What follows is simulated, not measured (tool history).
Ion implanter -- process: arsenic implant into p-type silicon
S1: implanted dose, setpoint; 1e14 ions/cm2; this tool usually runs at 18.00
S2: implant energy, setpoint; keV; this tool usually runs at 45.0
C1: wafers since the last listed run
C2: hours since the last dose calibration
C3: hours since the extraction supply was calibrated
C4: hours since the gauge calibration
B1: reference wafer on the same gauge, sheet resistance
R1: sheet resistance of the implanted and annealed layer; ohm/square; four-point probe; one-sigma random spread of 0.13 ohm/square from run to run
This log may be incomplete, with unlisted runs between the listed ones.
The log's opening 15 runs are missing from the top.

run   hour     S1    S2   C1     C2      C3     C4     B1      R1
 16  182.9  18.00  45.0  340   21.0  2481.4  161.7  82.12   84.87
 17  190.1  18.00  45.0  160   28.2  2488.6  168.9  82.07   85.07
 18  199.1  18.00  45.0  200   37.2  2497.6  177.9  82.07   85.02
 19  223.7  18.00  45.0  547   61.8  2522.2  202.5  82.09   85.01
 20  241.1  18.00  45.0  387   79.2  2539.6  219.9  82.08   85.11
 21  252.7  15.12  60.0  258   90.8  2551.2  231.5  82.12   85.33
 22  267.8  13.91  57.5  335  105.9  2566.3  246.6  82.10   90.01
     268.2  -- gauge calibrated
 23  279.9  18.00  35.5  269  118.0  2578.4   11.7  82.09   92.80
 24  297.6  18.00  45.0  393  135.7  2596.1   29.4  82.12   84.90
 25  314.1  21.51  39.5  367  152.2  2612.6   45.9  82.15   84.60
 26  322.5  18.00  45.0  186  160.6  2621.0   54.3  82.18   85.02
 27  334.4  18.00  45.0  264  172.5  2632.9   66.2  82.08   85.03
     347.4  -- extraction supply calibrated
 28  347.9  18.00  50.0  122  186.0     0.5   79.7  82.12   82.29
 29  374.7  18.00  45.0  596  212.8    27.3  106.5  82.05   85.09
 30  386.7  18.00  45.0  266  224.8    39.3  118.5  82.12   85.04
 31  403.1  18.00  55.0  364  241.2    55.7  134.9  82.09   79.61
 32  419.4  19.59  34.5  362  257.5    72.0  151.2  82.13   91.66
 33  435.0  21.65  50.5  347  273.1    87.6  166.8  82.05   76.69
 34  448.9  20.44  56.5  309  287.0   101.5  180.7  82.17   74.83
 35  456.3  21.75  41.0  164  294.4   108.9  188.1  82.10   83.31
 36  466.4  12.91  37.5  224  304.5   119.0  198.2  82.11  103.70

3 ways to go on from here, each from the tool as it stands after run 36. What would each give?
  A  466.8  18.00  45.0   8  304.9  119.4  198.6   ?   ?
  B  466.8  16.59  39.0   8  304.9  119.4  198.6   ?   ?
  C  466.8  12.65  51.0   8  304.9  119.4  198.6   ?   ?

run     B1     R1
  A  82.17  84.91
  B  82.17  91.92
  C  82.17  97.14
The same runs, with their run-to-run variation unchanged, on a tool lacking any hidden condition would have given:
run     R1
  A  84.95
  B  91.95
  C  97.20

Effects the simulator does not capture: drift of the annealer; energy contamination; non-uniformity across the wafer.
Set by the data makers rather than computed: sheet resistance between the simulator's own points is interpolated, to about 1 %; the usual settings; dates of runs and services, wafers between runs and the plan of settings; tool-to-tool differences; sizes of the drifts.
